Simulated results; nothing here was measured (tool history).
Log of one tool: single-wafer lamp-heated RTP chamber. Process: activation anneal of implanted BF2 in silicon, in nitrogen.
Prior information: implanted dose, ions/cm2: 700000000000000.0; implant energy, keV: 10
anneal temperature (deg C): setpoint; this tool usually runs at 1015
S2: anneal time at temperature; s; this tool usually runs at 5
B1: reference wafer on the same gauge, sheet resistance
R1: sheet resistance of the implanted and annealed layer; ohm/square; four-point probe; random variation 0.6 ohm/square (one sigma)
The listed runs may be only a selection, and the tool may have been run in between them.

{"run": 1, "hour": 0.0, "anneal temperature (deg C)": 995, "S2": 5, "B1": 331.03, "R1": 317.13}
{"run": 2, "hour": 34.8, "anneal temperature (deg C)": 995, "S2": 5, "B1": 331.01, "R1": 317.7}
{"run": 3, "hour": 73.8, "anneal temperature (deg C)": 995, "S2": 5, "B1": 331.27, "R1": 316.42}
{"run": 4, "hour": 113.0, "anneal temperature (deg C)": 1015, "S2": 5, "B1": 331.04, "R1": 279.76}
{"run": 5, "hour": 160.3, "anneal temperature (deg C)": 1015, "S2": 5, "B1": 331.06, "R1": 279.17}
{"hour": 183.3, "done": "pyrometer window cleaned and pyrometer calibrated"}
{"run": 6, "hour": 219.9, "anneal temperature (deg C)": 1015, "S2": 5, "B1": 331.08, "R1": 280.61}
{"run": 7, "hour": 258.3, "anneal temperature (deg C)": 1023, "S2": 4, "B1": 330.74, "R1": 275.46}
{"hour": 280.4, "done": "reflector plate cleaned"}
{"run": 8, "hour": 438.8, "anneal temperature (deg C)": 1023, "S2": 4, "B1": 331.19, "R1": 281.85}
{"run": 9, "hour": 489.9, "anneal temperature (deg C)": 1023, "S2": 4, "B1": 331.13, "R1": 280.37}
{"run": 10, "hour": 558.3, "anneal temperature (deg C)": 991, "S2": 5, "B1": 331.01, "R1": 326.82}
{"run": 11, "hour": 594.5, "anneal temperature (deg C)": 991, "S2": 5, "B1": 331.27, "R1": 327.79}
{"hour": 611.2, "done": "pyrometer window cleaned and pyrometer calibrated"}
{"run": 12, "hour": 666.5, "anneal temperature (deg C)": 1015, "S2": 5, "B1": 330.81, "R1": 281.32}
{"run": 13, "hour": 733.5, "anneal temperature (deg C)": 998, "S2": 5, "B1": 331.11, "R1": 310.86}
{"run": 14, "hour": 798.5, "anneal temperature (deg C)": 1015, "S2": 5, "B1": 331.2, "R1": 280.39}
{"hour": 855.9, "done": "gauge calibrated"}
{"run": 15, "hour": 863.3, "anneal temperature (deg C)": 1015, "S2": 5, "B1": 330.97, "R1": 279.93}
{"hour": 893.7, "done": "reflector plate cleaned"}
{"run": 16, "hour": 930.1, "anneal temperature (deg C)": 1015, "S2": 5, "B1": 330.73, "R1": 286.94}
{"hour": 1049.7, "done": "pyrometer window cleaned and pyrometer calibrated"}
{"run": 17, "hour": 1118.3, "anneal temperature (deg C)": 1015, "S2": 5, "B1": 331.11, "R1": 283.68}
{"run": 18, "hour": 1175.6, "anneal temperature (deg C)": 1015, "S2": 3, "B1": 330.97, "R1": 304.01}
{"run": 19, "hour": 1209.2, "anneal temperature (deg C)": 1027, "S2": 3, "B1": 331.01, "R1": 284.12}
{"run": 20, "hour": 1266.8, "anneal temperature (deg C)": 1015, "S2": 5, "B1": 331.0, "R1": 283.36}
{"run": 21, "hour": 1296.0, "anneal temperature (deg C)": 1015, "S2": 5, "B1": 330.9, "R1": 282.3}
{"run": 22, "hour": 1359.3, "anneal temperature (deg C)": 1039, "S2": 7, "B1": 331.04, "R1": 237.16}
{"hour": 1388.6, "done": "pyrometer window cleaned and pyrometer calibrated"}
{"run": 23, "hour": 1404.1, "anneal temperature (deg C)": 1031, "S2": 5, "B1": 330.92, "R1": 257.72}
{"run": 24, "hour": 1466.4, "anneal temperature (deg C)": 992, "S2": 7, "B1": 331.11, "R1": 306.17}
{"hour": 1504.8, "done": "reflector plate cleaned"}
{"run": 25, "hour": 1505.3, "anneal temperature (deg C)": 988, "S2": 7, "B1": 330.91, "R1": 323.49}
{"run": 26, "hour": 1531.4, "anneal temperature (deg C)": 1015, "S2": 7, "B1": 331.12, "R1": 273.41}
{"run": 27, "hour": 1626.4, "anneal temperature (deg C)": 1015, "S2": 5, "B1": 330.93, "R1": 285.5}
{"run": 28, "hour": 1689.8, "anneal temperature (deg C)": 1034, "S2": 4, "B1": 330.92, "R1": 266.1}
{"hour": 1730.3, "done": "pyrometer window cleaned and pyrometer calibrated"}
{"run": 29, "hour": 1759.6, "anneal temperature (deg C)": 1000, "S2": 3, "B1": 331.04, "R1": 331.1}
{"run": 30, "hour": 1801.9, "anneal temperature (deg C)": 1004, "S2": 5, "B1": 331.15, "R1": 303.26}
{"run": 31, "hour": 1839.0, "anneal temperature (deg C)": 1015, "S2": 5, "B1": 330.93, "R1": 284.03}
{"run": 32, "hour": 1968.9, "anneal temperature (deg C)": 994, "S2": 3, "B1": 331.09, "R1": 340.13}

Alternative continuations, all from the tool just after run 32; predict every row:
{"run": "A", "hour": 1969.3, "anneal temperature (deg C)": 1015, "S2": 6, "B1": "?", "R1": "?"}
{"run": "B", "hour": 1969.3, "anneal temperature (deg C)": 1025, "S2": 8, "B1": "?", "R1": "?"}
{"run": "C", "hour": 1969.3, "anneal temperature (deg C)": 1036, "S2": 4, "B1": "?", "R1": "?"}
{"run": "D", "hour": 1969.3, "anneal temperature (deg C)": 1034, "S2": 3, "B1": "?", "R1": "?"}

run=A B1=331.00 R1=274.42
run=B B1=331.00 R1=249.72
run=C B1=331.00 R1=260.29
run=D B1=331.00 R1=273.01
Without the tool's unlogged condition, the same runs would have read:
run=A R1=280.02
run=B R1=254.52
run=C R1=264.96
run=D R1=277.84

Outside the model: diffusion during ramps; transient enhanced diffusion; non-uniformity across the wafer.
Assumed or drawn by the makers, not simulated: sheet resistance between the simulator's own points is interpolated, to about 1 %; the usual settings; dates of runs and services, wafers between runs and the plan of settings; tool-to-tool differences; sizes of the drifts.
